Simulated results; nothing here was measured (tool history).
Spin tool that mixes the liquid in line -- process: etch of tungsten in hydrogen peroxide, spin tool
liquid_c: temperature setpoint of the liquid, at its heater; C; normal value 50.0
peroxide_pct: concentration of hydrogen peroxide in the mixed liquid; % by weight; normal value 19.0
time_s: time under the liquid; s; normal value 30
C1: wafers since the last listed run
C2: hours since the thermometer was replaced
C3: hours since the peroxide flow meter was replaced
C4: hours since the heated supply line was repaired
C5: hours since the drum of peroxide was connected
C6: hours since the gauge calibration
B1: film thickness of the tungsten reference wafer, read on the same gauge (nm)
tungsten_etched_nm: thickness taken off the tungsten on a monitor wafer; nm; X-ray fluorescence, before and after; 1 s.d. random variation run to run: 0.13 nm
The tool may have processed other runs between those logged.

Run 1, day 0.000: usual settings; C1 0; C2 2329.3; C3 1287.8; C4 2081.4; C5 464.7; C6 81.0; B1 130.00. Result: tungsten_etched_nm 23.91 nm.
Run 2, day 0.496: usual settings; C1 156; C2 2341.2; C3 1299.7; C4 2093.3; C5 476.6; C6 92.9; B1 130.00. Result: tungsten_etched_nm 23.71 nm.
Run 3, day 0.754: usual settings but time_s 20 s; C1 81; C2 2347.4; C3 1305.9; C4 2099.5; C5 482.8; C6 99.1; B1 129.98. Result: tungsten_etched_nm 16.11 nm.
Run 4, day 1.908: usual settings but time_s 20 s; C1 363; C2 2375.1; C3 1333.6; C4 2127.2; C5 510.5; C6 126.8; B1 129.98. Result: tungsten_etched_nm 15.91 nm.
Run 5, day 2.625: usual settings but time_s 20 s; C1 225; C2 2392.3; C3 1350.8; C4 2144.4; C5 527.7; C6 144.0; B1 129.99. Result: tungsten_etched_nm 15.90 nm.
Run 6, day 2.888: usual settings but liquid_c 54.5 C; C1 82; C2 2398.6; C3 1357.1; C4 2150.7; C5 534.0; C6 150.3; B1 130.01. Result: tungsten_etched_nm 31.49 nm.
Run 7, day 3.167: usual settings but liquid_c 54.5 C; C1 87; C2 2405.3; C3 1363.8; C4 2157.4; C5 540.7; C6 157.0; B1 130.00. Result: tungsten_etched_nm 31.50 nm.
Run 8, day 3.904: usual settings but peroxide_pct 16.0 % by weight; C1 232; C2 2423.0; C3 1381.5; C4 2175.1; C5 558.4; C6 174.7; B1 130.01. Result: tungsten_etched_nm 21.73 nm.
At day 4.021: peroxide flow meter replaced.
Run 9, day 4.417: usual settings; C1 148; C2 2435.3; C3 9.5; C4 2187.4; C5 570.7; C6 187.0; B1 130.00. Result: tungsten_etched_nm 23.91 nm.
At day 4.742: new drum of peroxide connected.
Run 10, day 4.762: usual settings but time_s 20 s; C1 95; C2 2443.6; C3 17.8; C4 2195.7; C5 0.5; C6 195.3; B1 130.02. Result: tungsten_etched_nm 16.35 nm.
Run 11, day 5.204: usual settings but liquid_c 55.0 C, peroxide_pct 16.0 % by weight, time_s 25 s; C1 138; C2 2454.2; C3 28.4; C4 2206.3; C5 11.1; C6 205.9; B1 129.99. Result: tungsten_etched_nm 25.52 nm.
At day 5.383: gauge calibrated.
Run 12, day 5.742: usual settings but liquid_c 47.0 C, peroxide_pct 17.0 % by weight, time_s 50 s; C1 169; C2 2467.1; C3 41.3; C4 2219.2; C5 24.0; C6 8.6; B1 130.02. Result: tungsten_etched_nm 32.16 nm.
At day 5.921: heated supply line repaired.
Run 13, day 6.112: usual settings but peroxide_pct 23.5 % by weight; C1 103; C2 2476.0; C3 50.2; C4 4.6; C5 32.9; C6 17.5; B1 130.01. Result: tungsten_etched_nm 27.62 nm.
Run 14, day 6.767: usual settings; C1 205; C2 2491.7; C3 65.9; C4 20.3; C5 48.6; C6 33.2; B1 129.99. Result: tungsten_etched_nm 24.38 nm.
Run 15, day 7.092: usual settings but liquid_c 58.0 C, peroxide_pct 16.5 % by weight; C1 102; C2 2499.5; C3 73.7; C4 28.1; C5 56.4; C6 41.0; B1 130.00. Result: tungsten_etched_nm 36.75 nm.
Run 16, day 7.750: usual settings but liquid_c 53.5 C, time_s 50 s; C1 207; C2 2515.3; C3 89.5; C4 43.9; C5 72.2; C6 56.8; B1 130.03. Result: tungsten_etched_nm 50.76 nm.
Run 17, day 8.021: usual settings; C1 85; C2 2521.8; C3 96.0; C4 50.4; C5 78.7; C6 63.3; B1 130.01. Result: tungsten_etched_nm 24.59 nm.
Run 18, day 8.417: usual settings but liquid_c 56.0 C, time_s 15 s; C1 124; C2 2531.3; C3 105.5; C4 59.9; C5 88.2; C6 72.8; B1 129.98. Result: tungsten_etched_nm 17.56 nm.
At day 8.725: thermometer replaced.
Run 19, day 8.746: usual settings; C1 90; C2 0.5; C3 113.4; C4 67.8; C5 96.1; C6 80.7; B1 129.99. Result: tungsten_etched_nm 24.31 nm.
Run 20, day 9.383: usual settings but liquid_c 47.5 C, time_s 45 s; C1 200; C2 15.8; C3 128.7; C4 83.1; C5 111.4; C6 96.0; B1 129.99. Result: tungsten_etched_nm 31.27 nm.
Run 21, day 10.046: usual settings; C1 208; C2 31.7; C3 144.6; C4 99.0; C5 127.3; C6 111.9; B1 130.01. Result: tungsten_etched_nm 24.33 nm.
Run 22, day 10.729: usual settings but peroxide_pct 17.0 % by weight; C1 215; C2 48.1; C3 161.0; C4 115.4; C5 143.7; C6 128.3; B1 130.01. Result: tungsten_etched_nm 23.05 nm.
Run 23, day 11.408: usual settings but liquid_c 60.0 C, peroxide_pct 22.0 % by weight; C1 213; C2 64.4; C3 177.3; C4 131.7; C5 160.0; C6 144.6; B1 129.99. Result: tungsten_etched_nm 47.50 nm.
Run 24, day 11.675: usual settings but liquid_c 56.0 C, peroxide_pct 20.5 % by weight, time_s 45 s; C1 83; C2 70.8; C3 183.7; C4 138.1; C5 166.4; C6 151.0; B1 130.00. Result: tungsten_etched_nm 54.14 nm.
Run 25, day 12.000: usual settings but liquid_c 54.0 C, peroxide_pct 22.5 % by weight; C1 102; C2 78.6; C3 191.5; C4 145.9; C5 174.2; C6 158.8; B1 129.97. Result: tungsten_etched_nm 33.53 nm.

Below are 5 alternative next runs, each starting from the tool's condition after run 25. Predict each:
Run A, day 12.017: usual settings but time_s 15 s; C1 5; C2 79.0; C3 191.9; C4 146.3; C5 174.6; C6 159.2; B1 ?. Result: tungsten_etched_nm ?.
Run B, day 12.017: usual settings but liquid_c 55.0 C; C1 5; C2 79.0; C3 191.9; C4 146.3; C5 174.6; C6 159.2; B1 ?. Result: tungsten_etched_nm ?.
Run C, day 12.017: usual settings but liquid_c 58.5 C; C1 5; C2 79.0; C3 191.9; C4 146.3; C5 174.6; C6 159.2; B1 ?. Result: tungsten_etched_nm ?.
Run D, day 12.017: usual settings but liquid_c 41.5 C, peroxide_pct 24.0 % by weight, time_s 20 s; C1 5; C2 79.0; C3 191.9; C4 146.3; C5 174.6; C6 159.2; B1 ?. Result: tungsten_etched_nm ?.
Run E, day 12.017: usual settings but liquid_c 47.0 C; C1 5; C2 79.0; C3 191.9; C4 146.3; C5 174.6; C6 159.2; B1 ?. Result: tungsten_etched_nm ?.

run      B1  tungsten_etched_nm
  A  130.00               12.08
  B  130.00               32.64
  C  130.00               40.07
  D  130.00               10.62
  E  130.00               20.07
Had the tool no hidden state, the same runs would have come out as:
run  tungsten_etched_nm
  A               12.28
  B               33.19
  C               40.76
  D               10.80
  E               20.42
